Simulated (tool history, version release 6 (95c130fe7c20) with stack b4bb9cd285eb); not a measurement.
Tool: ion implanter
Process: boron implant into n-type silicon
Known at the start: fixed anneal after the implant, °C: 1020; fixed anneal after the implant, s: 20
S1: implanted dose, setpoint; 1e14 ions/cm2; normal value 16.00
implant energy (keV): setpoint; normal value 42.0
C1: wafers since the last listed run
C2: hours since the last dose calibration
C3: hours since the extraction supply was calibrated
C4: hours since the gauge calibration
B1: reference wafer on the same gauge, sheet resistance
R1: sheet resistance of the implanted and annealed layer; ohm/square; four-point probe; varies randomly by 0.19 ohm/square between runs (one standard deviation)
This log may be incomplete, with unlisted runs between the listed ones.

{"run": 1, "hour": 0.0, "S1": 16.0, "implant energy (keV)": 42.0, "C1": 0, "C2": 598.9, "C3": 4037.5, "C4": 390.3, "B1": 75.64, "R1": 77.22}
{"run": 2, "hour": 221.7, "S1": 16.0, "implant energy (keV)": 42.0, "C1": 1952, "C2": 820.6, "C3": 4259.2, "C4": 612.0, "B1": 75.58, "R1": 77.17}
{"run": 3, "hour": 408.1, "S1": 16.0, "implant energy (keV)": 42.0, "C1": 1641, "C2": 1007.0, "C3": 4445.6, "C4": 798.4, "B1": 75.61, "R1": 78.13}
{"run": 4, "hour": 491.1, "S1": 12.97, "implant energy (keV)": 37.5, "C1": 730, "C2": 1090.0, "C3": 4528.6, "C4": 881.4, "B1": 75.64, "R1": 93.87}
{"run": 5, "hour": 548.3, "S1": 12.97, "implant energy (keV)": 37.5, "C1": 503, "C2": 1147.2, "C3": 4585.8, "C4": 938.6, "B1": 75.59, "R1": 93.4}
{"run": 6, "hour": 643.4, "S1": 16.0, "implant energy (keV)": 48.0, "C1": 837, "C2": 1242.3, "C3": 4680.9, "C4": 1033.7, "B1": 75.61, "R1": 77.25}
{"hour": 743.9, "done": "Faraday cup replaced and dose calibrated"}
{"run": 7, "hour": 744.4, "S1": 16.0, "implant energy (keV)": 48.0, "C1": 818, "C2": 0.5, "C3": 4781.9, "C4": 1134.7, "B1": 75.59, "R1": 76.15}
{"run": 8, "hour": 843.8, "S1": 16.0, "implant energy (keV)": 48.0, "C1": 875, "C2": 99.9, "C3": 4881.3, "C4": 1234.1, "B1": 75.59, "R1": 76.19}
{"run": 9, "hour": 894.0, "S1": 16.0, "implant energy (keV)": 32.0, "C1": 442, "C2": 150.1, "C3": 4931.5, "C4": 1284.3, "B1": 75.6, "R1": 78.72}
{"run": 10, "hour": 939.6, "S1": 16.0, "implant energy (keV)": 32.0, "C1": 401, "C2": 195.7, "C3": 4977.1, "C4": 1329.9, "B1": 75.57, "R1": 79.04}
{"run": 11, "hour": 1030.4, "S1": 18.41, "implant energy (keV)": 53.0, "C1": 799, "C2": 286.5, "C3": 5067.9, "C4": 1420.7, "B1": 75.57, "R1": 67.66}
{"hour": 1048.8, "done": "extraction supply calibrated"}
{"run": 12, "hour": 1089.6, "S1": 16.0, "implant energy (keV)": 42.0, "C1": 450, "C2": 345.7, "C3": 40.8, "C4": 1479.9, "B1": 75.6, "R1": 77.06}
{"run": 13, "hour": 1164.5, "S1": 16.0, "implant energy (keV)": 35.0, "C1": 659, "C2": 420.6, "C3": 115.7, "C4": 1554.8, "B1": 75.65, "R1": 78.02}
{"run": 14, "hour": 1233.8, "S1": 18.26, "implant energy (keV)": 53.5, "C1": 610, "C2": 489.9, "C3": 185.0, "C4": 1624.1, "B1": 75.58, "R1": 67.42}
{"run": 15, "hour": 1270.4, "S1": 12.45, "implant energy (keV)": 55.0, "C1": 322, "C2": 526.5, "C3": 221.6, "C4": 1660.7, "B1": 75.64, "R1": 93.39}
{"run": 16, "hour": 1322.8, "S1": 13.08, "implant energy (keV)": 36.5, "C1": 461, "C2": 578.9, "C3": 274.0, "C4": 1713.1, "B1": 75.58, "R1": 92.38}
{"hour": 1372.9, "done": "gauge calibrated"}
{"run": 17, "hour": 1429.0, "S1": 12.14, "implant energy (keV)": 27.5, "C1": 935, "C2": 685.1, "C3": 380.2, "C4": 56.1, "B1": 75.63, "R1": 99.57}
{"run": 18, "hour": 1503.6, "S1": 16.0, "implant energy (keV)": 42.0, "C1": 656, "C2": 759.7, "C3": 454.8, "C4": 130.7, "B1": 75.6, "R1": 77.73}
{"run": 19, "hour": 1610.2, "S1": 18.43, "implant energy (keV)": 34.0, "C1": 938, "C2": 866.3, "C3": 561.4, "C4": 237.3, "B1": 75.59, "R1": 70.81}
{"run": 20, "hour": 1663.3, "S1": 20.26, "implant energy (keV)": 42.0, "C1": 467, "C2": 919.4, "C3": 614.5, "C4": 290.4, "B1": 75.61, "R1": 63.99}
{"run": 21, "hour": 1764.8, "S1": 14.32, "implant energy (keV)": 32.5, "C1": 893, "C2": 1020.9, "C3": 716.0, "C4": 391.9, "B1": 75.62, "R1": 86.72}

Measured result minus the same run's result without the hidden state. Both carry the same run-to-run variation, though not necessarily the same gauge scatter:
Hidden state present: deviation of the true dose from the Faraday cup's reading, %; deviation of the true energy from its setpoint, %; gauge reads high (%).
run=1 R1=+0.31
run=2 R1=+0.56
run=3 R1=+0.85
run=4 R1=+1.19
run=5 R1=+1.30
run=6 R1=+1.28
run=7 R1=+0.24
run=8 R1=+0.24
run=9 R1=+0.25
run=10 R1=+0.27
run=11 R1=+0.27
run=12 R1=+0.33
run=13 R1=+0.38
run=14 R1=+0.38
run=15 R1=+0.57
run=16 R1=+0.61
run=17 R1=+0.79
run=18 R1=+0.71
run=19 R1=+0.71
run=20 R1=+0.72
run=21 R1=+1.19

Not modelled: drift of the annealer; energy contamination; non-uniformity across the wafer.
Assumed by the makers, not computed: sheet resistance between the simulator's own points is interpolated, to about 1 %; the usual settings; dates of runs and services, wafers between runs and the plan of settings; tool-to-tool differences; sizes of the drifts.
